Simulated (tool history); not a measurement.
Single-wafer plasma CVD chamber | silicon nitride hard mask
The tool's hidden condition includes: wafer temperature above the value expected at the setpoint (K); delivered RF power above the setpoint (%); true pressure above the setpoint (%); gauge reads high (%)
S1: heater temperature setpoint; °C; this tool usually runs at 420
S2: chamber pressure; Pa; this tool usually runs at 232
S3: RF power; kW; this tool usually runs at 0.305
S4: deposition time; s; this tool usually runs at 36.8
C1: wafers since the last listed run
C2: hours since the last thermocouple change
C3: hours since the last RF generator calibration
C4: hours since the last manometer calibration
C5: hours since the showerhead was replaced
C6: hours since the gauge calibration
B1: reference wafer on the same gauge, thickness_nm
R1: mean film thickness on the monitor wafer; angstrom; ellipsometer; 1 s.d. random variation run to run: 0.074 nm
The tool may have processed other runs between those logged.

run   hour   S1   S2     S3    S4    C1      C2      C3      C4      C5     C6      B1      R1
  1      0  420  189  0.305  36.8     0  1424.5  1758.8  1504.2  2683.8  242.3  47.626  382.21
  2  106.7  420  189  0.305  36.8  1644  1531.2  1865.5  1610.9  2790.5    349  47.595  382.98
  3  159.7  420  189  0.305  36.8   816  1584.2  1918.5  1663.9  2843.5    402  47.586  382.24
  4  228.1  420  232   0.29  33.4  1054  1652.6  1986.9  1732.3  2911.9  470.4   47.61   351.6
  5  267.2  420  232   0.29  33.4   602  1691.7    2026  1771.4    2951  509.5  47.595  351.42
  6  332.4  420  232  0.305  36.8  1004  1756.9  2091.2  1836.6  3016.2  574.7  47.596  405.15
     396.2  -- thermocouple changed; heater temperature recalibrated
  7  422.3  420  232  0.305  36.8  1262    26.1  2181.1  1926.5  3106.1  664.6  47.593  403.68
       457  -- RF generator calibrated
  8  488.6  420  232  0.305  36.8   898    92.4    31.6  1992.8  3172.4  730.9   47.58  422.31
  9  578.3  420  232  0.305  36.8  1382   182.1   121.3  2082.5  3262.1  820.6  47.599  421.35
     612.5  -- showerhead replaced
     614.8  -- gauge calibrated
     624.3  -- capacitance manometer re-zeroed and calibrated
 10  646.3  420  272  0.305  36.8   801   250.1   189.3      22    33.8   31.5  47.591  430.93
 11  715.9  432  232   0.27  36.8  1072   319.7   258.9    91.6   103.4  101.1  47.586  369.75
 12  796.8  407  232  0.305  39.8  1246   400.6   339.8   172.5   184.3    182  47.603  449.18
 13  843.2  405  232  0.305  33.8   715     447   386.2   218.9   230.7  228.4  47.608  380.95
 14  882.1  420  189  0.305  36.8   599   485.9   425.1   257.8   269.6  267.3  47.582  389.14

3 ways to go on from here, each from the tool as it stands after run 14. What would each give?
  A  882.5  420  232   0.35  36.8   6  486.3  425.5  258.2  270  267.7   ?   ?
  B  882.5  420  277  0.245  36.8   6  486.3  425.5  258.2  270  267.7   ?   ?
  C  882.5  426  280  0.305    43   6  486.3  425.5  258.2  270  267.7   ?   ?

run      B1      R1
  A  47.607  457.37
  B  47.607  356.65
  C  47.607   502.8
The same runs, with their run-to-run variation unchanged, on a tool lacking any hidden condition would have given:
run      R1
  A  464.06
  B  363.36
  C  511.13

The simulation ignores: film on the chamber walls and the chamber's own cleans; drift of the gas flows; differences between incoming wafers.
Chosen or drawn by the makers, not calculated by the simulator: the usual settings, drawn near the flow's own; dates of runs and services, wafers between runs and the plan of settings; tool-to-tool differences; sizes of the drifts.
